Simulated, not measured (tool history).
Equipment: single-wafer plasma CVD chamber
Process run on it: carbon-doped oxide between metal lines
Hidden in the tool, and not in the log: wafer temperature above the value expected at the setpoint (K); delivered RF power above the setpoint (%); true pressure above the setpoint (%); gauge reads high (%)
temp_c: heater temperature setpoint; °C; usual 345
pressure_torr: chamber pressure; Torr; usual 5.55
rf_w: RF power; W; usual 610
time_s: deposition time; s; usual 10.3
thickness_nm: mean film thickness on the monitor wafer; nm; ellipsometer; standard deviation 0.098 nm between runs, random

run	hour	temp_c	pressure_torr	rf_w	time_s	wafers since the last listed run	hours since the last thermocouple change	hours since the last RF generator calibration	hours since the last manometer calibration	hours since the showerhead was replaced	hours since the gauge calibration	read-back reference wafer on the same gauge, thickness_nm	thickness_nm
1	0.0	345	5.55	610	10.3	0	1878.3	1352.2	1596.0	5971.9	70.1	59.201	61.129
2	10.4	345	4.86	610	10.3	163	1888.7	1362.6	1606.4	5982.3	80.5	59.204	60.454
3	20.7	350	6.46	610	10.3	162	1899.0	1372.9	1616.7	5992.6	90.8	59.210	60.752
4	27.0	345	5.55	610	10.3	99	1905.3	1379.2	1623.0	5998.9	97.1	59.200	61.238
5	36.5	345	5.55	610	10.3	149	1914.8	1388.7	1632.5	6008.4	106.6	59.187	61.294
6	45.4	345	5.55	610	10.3	140	1923.7	1397.6	1641.4	6017.3	115.5	59.174	61.188
# hour 61.3: RF generator calibrated
7	61.8	345	5.55	610	10.3	132	1940.1	0.5	1657.8	6033.7	131.9	59.199	65.141
8	65.2	345	5.55	610	10.3	53	1943.5	3.9	1661.2	6037.1	135.3	59.221	65.132
9	78.5	345	5.55	610	10.3	209	1956.8	17.2	1674.5	6050.4	148.6	59.220	64.972
# hour 93.4: gauge calibrated
# hour 111.8: capacitance manometer re-zeroed and calibrated
# hour 116.7: showerhead replaced
10	117.2	345	6.02	610	10.3	406	1995.5	55.9	5.4	0.5	23.8	59.183	65.104
11	117.5	345	5.55	610	8.4	4	1995.8	56.2	5.7	0.8	24.1	59.204	52.858
# hour 126.9: thermocouple changed; heater temperature recalibrated
12	133.9	345	5.55	610	10.3	132	7.0	72.6	22.1	17.2	40.5	59.187	64.623
13	145.1	357	4.89	705	8.4	176	18.2	83.8	33.3	28.4	51.7	59.211	55.126
14	153.2	345	5.55	710	8.4	127	26.3	91.9	41.4	36.5	59.8	59.185	57.940
15	163.7	333	5.55	610	10.3	165	36.8	102.4	51.9	47.0	70.3	59.196	67.337

Here are 4 independent what-if runs from the current tool condition. What would each one return?
A	164.1	345	4.50	610	10.3	6	37.2	102.8	52.3	47.4	70.7	?	?
B	164.1	357	5.55	610	9.4	6	37.2	102.8	52.3	47.4	70.7	?	?
C	164.1	345	5.55	680	10.3	6	37.2	102.8	52.3	47.4	70.7	?	?
D	164.1	341	5.55	610	10.3	6	37.2	102.8	52.3	47.4	70.7	?	?

run	read-back reference wafer on the same gauge, thickness_nm	thickness_nm
A	59.191	63.343
B	59.191	56.711
C	59.191	69.091
D	59.191	65.362
The same runs, with their run-to-run variation unchanged, on a tool lacking any hidden condition would have given:
run	thickness_nm
A	64.309
B	57.576
C	70.123
D	66.359
